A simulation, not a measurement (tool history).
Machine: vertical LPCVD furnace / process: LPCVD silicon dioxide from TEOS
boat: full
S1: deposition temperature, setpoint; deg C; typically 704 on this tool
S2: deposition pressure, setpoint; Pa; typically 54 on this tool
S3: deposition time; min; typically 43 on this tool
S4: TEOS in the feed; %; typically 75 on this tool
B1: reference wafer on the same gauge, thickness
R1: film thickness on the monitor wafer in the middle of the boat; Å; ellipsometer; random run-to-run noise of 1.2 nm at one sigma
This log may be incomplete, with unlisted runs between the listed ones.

run,hour,S1,S2,S3,S4,B1,R1
1,0,704,54,43,75,481.11,4397.8
2,44.4,704,54,43,75,481.37,4399.4
3,113.9,704,54,43,75,481.22,4413.5
4,163.2,713,54,43,75,480.7,5423.6
5,214.2,713,54,43,75,481.04,5423.1
6,272.3,713,54,43,75,481.41,5416.9
7,318.5,704,57.3,43,75,480.79,4551
8,352.9,704,54,43,75,481.03,4438.3
9,499.8,704,54,43,75,481.42,4468.4
10,527.6,704,54,43,75,480.76,4451.6
11,583.8,704,54,43,75,480.98,4452.9
12,627.2,704,54,43,75,480.78,4459.3
13,688.4,704,54,43,75,480.84,4468.2
14,750.2,704,54,43,75,480.79,4489.4
15,802.5,704,54,43,85,480.73,4764.4
16,832.1,704,54,31.5,75,481.08,3281.6
17,891.9,704,54,43,75,480.33,4110.5
18,959.6,713,43.3,43,68,481.19,4319
19,1025.2,715,66.7,38,89,480.88,5691.9
20,1070.6,708,48,33,87,480.77,3546.8
21,1107.7,715,54,43,75,480.94,5337.3
22,1160.9,704,54,43,75,481.04,4161.6
23,1202.5,704,59.3,43,75,480.97,4350.8
24,1273.2,710,54,43,75,480.32,4759
25,1330.1,704,45.3,43,75,481.08,3808.9
26,1365.6,712,46.7,58.5,79,481.15,6501.9
27,1424.7,704,54,43,75,481.29,4193.7
28,1483.1,713,50,57.5,61,481.46,6013.3
29,1527.8,704,54,43,75,481.74,4203.8

Not shown here: 5 entries made in the log between runs. Locate each between two listed runs and compare the hidden state at the listed run before it with the hidden state at the listed run after it:
Run 8 -> run 9: gauge calibrated (hour 446.6); TEOS flow controller replaced (hour 499.3)
  true tube temperature minus thermocouple reading, K: 3.21 -> 3.37
  measured result minus the result with no hidden state, R1: +315.4 -> +332.6 Å
Run 16 -> run 17: thermocouples replaced and temperature profile calibrated (hour 867.5)
  true tube temperature minus thermocouple reading, K: 3.72 -> 0.127
  measured result minus the result with no hidden state, R1: +269.2 -> +12 Å
Run 18 -> run 19: pressure gauge zeroed (hour 1024.7)
  true tube temperature minus thermocouple reading, K: 0.2 -> 0.271
  measured result minus the result with no hidden state, R1: +19.5 -> +34.6 Å
Run 22 -> run 23: gauge calibrated (hour 1193.4)
  true tube temperature minus thermocouple reading, K: 0.417 -> 0.462
  measured result minus the result with no hidden state, R1: +39.8 -> +46.1 Å
